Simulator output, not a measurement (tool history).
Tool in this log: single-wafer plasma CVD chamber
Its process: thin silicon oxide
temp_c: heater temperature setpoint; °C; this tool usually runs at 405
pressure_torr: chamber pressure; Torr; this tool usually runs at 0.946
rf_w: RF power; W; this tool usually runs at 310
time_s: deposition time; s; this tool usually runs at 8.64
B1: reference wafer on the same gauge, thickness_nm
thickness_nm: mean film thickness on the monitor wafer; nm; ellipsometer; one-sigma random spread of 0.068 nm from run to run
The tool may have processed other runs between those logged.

Run 1, hour 0.0: usual settings but temp_c 408 °C; B1 17.493. Result: thickness_nm 17.555 nm.
Run 2, hour 9.2: usual settings but temp_c 411 °C; B1 17.497. Result: thickness_nm 17.512 nm.
Run 3, hour 15.5: usual settings but temp_c 409 °C, pressure_torr 1.001 Torr; B1 17.499. Result: thickness_nm 18.198 nm.
Run 4, hour 26.5: usual settings but temp_c 409 °C, pressure_torr 1.001 Torr; B1 17.492. Result: thickness_nm 18.240 nm.
Run 5, hour 42.2: usual settings but temp_c 409 °C, pressure_torr 1.001 Torr; B1 17.499. Result: thickness_nm 18.349 nm.
Run 6, hour 53.7: usual settings; B1 17.477. Result: thickness_nm 17.531 nm.
Run 7, hour 61.8: usual settings but pressure_torr 0.778 Torr; B1 17.492. Result: thickness_nm 14.661 nm.
Run 8, hour 77.2: usual settings; B1 17.485. Result: thickness_nm 17.629 nm.
Run 9, hour 84.7: usual settings but time_s 9.81 s; B1 17.497. Result: thickness_nm 19.973 nm.
At hour 99.5: thermocouple changed; heater temperature recalibrated.
Run 10, hour 100.0: usual settings; B1 17.524. Result: thickness_nm 17.524 nm.
Run 11, hour 109.0: usual settings but temp_c 395 °C; B1 17.490. Result: thickness_nm 17.672 nm.
At hour 125.4: showerhead replaced.
At hour 132.5: capacitance manometer re-zeroed and calibrated.
Run 12, hour 133.0: usual settings but temp_c 395 °C; B1 17.496. Result: thickness_nm 17.705 nm.
Run 13, hour 134.4: usual settings; B1 17.509. Result: thickness_nm 17.458 nm.
Run 14, hour 143.9: usual settings but rf_w 275 W, time_s 10.19 s; B1 17.516. Result: thickness_nm 19.798 nm.
Run 15, hour 155.8: usual settings but pressure_torr 1.067 Torr; B1 17.515. Result: thickness_nm 19.062 nm.
Run 16, hour 164.5: usual settings but temp_c 416 °C, pressure_torr 1.055 Torr, rf_w 280 W, time_s 9.25 s; B1 17.504. Result: thickness_nm 19.241 nm.
Run 17, hour 172.5: usual settings but temp_c 408 °C; B1 17.510. Result: thickness_nm 17.453 nm.
Run 18, hour 185.5: usual settings but pressure_torr 0.837 Torr, time_s 9.77 s; B1 17.507. Result: thickness_nm 17.763 nm.
Run 19, hour 193.8: usual settings but temp_c 401 °C; B1 17.499. Result: thickness_nm 17.606 nm.
At hour 218.1: RF generator calibrated.
At hour 220.3: gauge calibrated.
Run 20, hour 223.9: usual settings but pressure_torr 1.013 Torr; B1 17.497. Result: thickness_nm 18.620 nm.
Run 21, hour 236.0: usual settings but temp_c 401 °C, pressure_torr 0.799 Torr, rf_w 325 W; B1 17.478. Result: thickness_nm 15.276 nm.
Run 22, hour 249.2: usual settings but temp_c 417 °C; B1 17.506. Result: thickness_nm 17.326 nm.
Run 23, hour 264.2: usual settings; B1 17.492. Result: thickness_nm 17.602 nm.
Run 24, hour 274.4: usual settings but temp_c 397 °C, pressure_torr 1.027 Torr, time_s 10.17 s; B1 17.512. Result: thickness_nm 22.029 nm.
Run 25, hour 290.0: usual settings; B1 17.506. Result: thickness_nm 17.609 nm.

State the hidden condition of the tool at each of the runs:
wafer temperature above the value expected at the setpoint (K): 0 in every run
delivered RF power above the setpoint (%): 0 in every run
true pressure above the setpoint (%): 0 in every run
gauge reads high (%): 0 in every run
